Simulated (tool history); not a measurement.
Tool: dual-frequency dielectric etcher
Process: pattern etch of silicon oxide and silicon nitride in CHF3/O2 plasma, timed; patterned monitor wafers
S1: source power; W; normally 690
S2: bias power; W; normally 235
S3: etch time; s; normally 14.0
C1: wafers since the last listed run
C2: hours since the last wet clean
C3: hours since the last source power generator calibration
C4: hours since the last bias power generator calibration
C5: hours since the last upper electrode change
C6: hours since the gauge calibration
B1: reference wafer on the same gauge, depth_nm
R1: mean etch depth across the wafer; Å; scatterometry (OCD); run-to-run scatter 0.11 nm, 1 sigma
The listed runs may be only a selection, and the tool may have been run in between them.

Run 1, day 0.000: usual settings; C1 0; C2 119.0; C3 3910.7; C4 2041.8; C5 5294.9; C6 307.7; B1 20.37. Result: R1 234.2 Å.
Run 2, day 1.304: usual settings; C1 414; C2 150.3; C3 3942.0; C4 2073.1; C5 5326.2; C6 339.0; B1 20.38. Result: R1 234.2 Å.
Run 3, day 3.533: usual settings; C1 707; C2 203.8; C3 3995.5; C4 2126.6; C5 5379.7; C6 392.5; B1 20.39. Result: R1 232.9 Å.
Run 4, day 4.946: usual settings but S2 278 W; C1 448; C2 237.7; C3 4029.4; C4 2160.5; C5 5413.6; C6 426.4; B1 20.42. Result: R1 243.1 Å.
Run 5, day 7.842: usual settings but S2 278 W; C1 919; C2 307.2; C3 4098.9; C4 2230.0; C5 5483.1; C6 495.9; B1 20.40. Result: R1 245.2 Å.
At day 8.292: gauge calibrated.
Run 6, day 10.238: usual settings but S2 278 W; C1 760; C2 364.7; C3 4156.4; C4 2287.5; C5 5540.6; C6 46.7; B1 20.41. Result: R1 247.9 Å.
At day 10.625: source power generator calibrated.
Run 7, day 11.554: usual settings but S2 189 W; C1 365; C2 396.3; C3 22.3; C4 2319.1; C5 5572.2; C6 78.3; B1 20.41. Result: R1 221.2 Å.
At day 15.233: upper electrode replaced.
Run 8, day 15.254: usual settings but S3 11.0 s; C1 857; C2 485.1; C3 111.1; C4 2407.9; C5 0.5; C6 167.1; B1 20.37. Result: R1 183.0 Å.
At day 16.517: bias power generator calibrated.
Run 9, day 16.767: usual settings; C1 427; C2 521.4; C3 147.4; C4 6.0; C5 36.8; C6 203.4; B1 20.39. Result: R1 231.0 Å.
Run 10, day 18.408: usual settings but S1 540 W, S3 16.0 s; C1 521; C2 560.8; C3 186.8; C4 45.4; C5 76.2; C6 242.8; B1 20.39. Result: R1 246.7 Å.
At day 20.779: wet clean of the chamber.
Run 11, day 20.800: usual settings; C1 441; C2 0.5; C3 244.2; C4 102.8; C5 133.6; C6 300.2; B1 20.41. Result: R1 233.7 Å.
Run 12, day 21.658: usual settings but S1 570 W; C1 272; C2 21.1; C3 264.8; C4 123.4; C5 154.2; C6 320.8; B1 20.39. Result: R1 217.2 Å.
Run 13, day 24.212: usual settings but S1 740 W, S2 176 W, S3 16.5 s; C1 811; C2 82.4; C3 326.1; C4 184.7; C5 215.5; C6 382.1; B1 20.42. Result: R1 260.8 Å.
Run 14, day 26.408: usual settings but S1 600 W; C1 697; C2 135.1; C3 378.8; C4 237.4; C5 268.2; C6 434.8; B1 20.41. Result: R1 222.4 Å.
Run 15, day 27.550: usual settings but S2 183 W; C1 362; C2 162.5; C3 406.2; C4 264.8; C5 295.6; C6 462.2; B1 20.38. Result: R1 217.1 Å.

Here are 4 independent what-if runs from the current tool condition. What would each one return?
Run A, day 27.567: usual settings but S2 288 W; C1 5; C2 162.9; C3 406.6; C4 265.2; C5 296.0; C6 462.6; B1 ?. Result: R1 ?.
Run B, day 27.567: usual settings but S1 770 W, S2 261 W, S3 12.0 s; C1 5; C2 162.9; C3 406.6; C4 265.2; C5 296.0; C6 462.6; B1 ?. Result: R1 ?.
Run C, day 27.567: usual settings but S1 800 W, S2 272 W, S3 11.5 s; C1 5; C2 162.9; C3 406.6; C4 265.2; C5 296.0; C6 462.6; B1 ?. Result: R1 ?.
Run D, day 27.567: usual settings but S2 186 W, S3 17.5 s; C1 5; C2 162.9; C3 406.6; C4 265.2; C5 296.0; C6 462.6; B1 ?. Result: R1 ?.

run     B1     R1
  A  20.42  246.1
  B  20.42  212.3
  C  20.42  208.6
  D  20.42  271.5
Without the tool's unlogged condition, the same runs would have read:
run     R1
  A  246.1
  B  212.3
  C  208.6
  D  271.5
